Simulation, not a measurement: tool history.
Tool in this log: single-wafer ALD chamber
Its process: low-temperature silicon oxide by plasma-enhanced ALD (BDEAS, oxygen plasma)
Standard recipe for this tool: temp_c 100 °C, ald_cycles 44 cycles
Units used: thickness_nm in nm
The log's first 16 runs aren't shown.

run,hour,temp_c,ald_cycles,"read-back reference wafer on the same gauge, thickness_nm",thickness_nm
17,470.2,100,44,5.592,5.953
18,502.1,109,44,5.591,5.896
19,532.6,100,47,5.588,6.39
20,548.6,92,44,5.588,6.139
21,561.1,100,44,5.586,5.965
22,575.8,104,42,5.591,5.67
23,609.1,91,47,5.592,6.588
24,621.4,100,44,5.595,6.029
25,640.4,100,44,5.59,6.009
26,676.2,87,39,5.593,5.551
27,711.9,107,44,5.59,5.93
28,735.7,100,48,5.586,6.587
29,756.3,95,44,5.593,6.097
30,768.8,86,47,5.594,6.714
31,804,95,39,5.591,5.402

What if the next run were any one of these 3? Each begins from the tool's condition after run 31:
A,804.5,100,44,?,?
B,804.5,113,39,?,?
C,804.5,93,41,?,?

run,"read-back reference wafer on the same gauge, thickness_nm",thickness_nm
A,5.592,6.011
B,5.592,5.202
C,5.592,5.725
Without the tool's unlogged condition, the same runs would have read:
run,thickness_nm
A,5.975
B,5.186
C,5.691

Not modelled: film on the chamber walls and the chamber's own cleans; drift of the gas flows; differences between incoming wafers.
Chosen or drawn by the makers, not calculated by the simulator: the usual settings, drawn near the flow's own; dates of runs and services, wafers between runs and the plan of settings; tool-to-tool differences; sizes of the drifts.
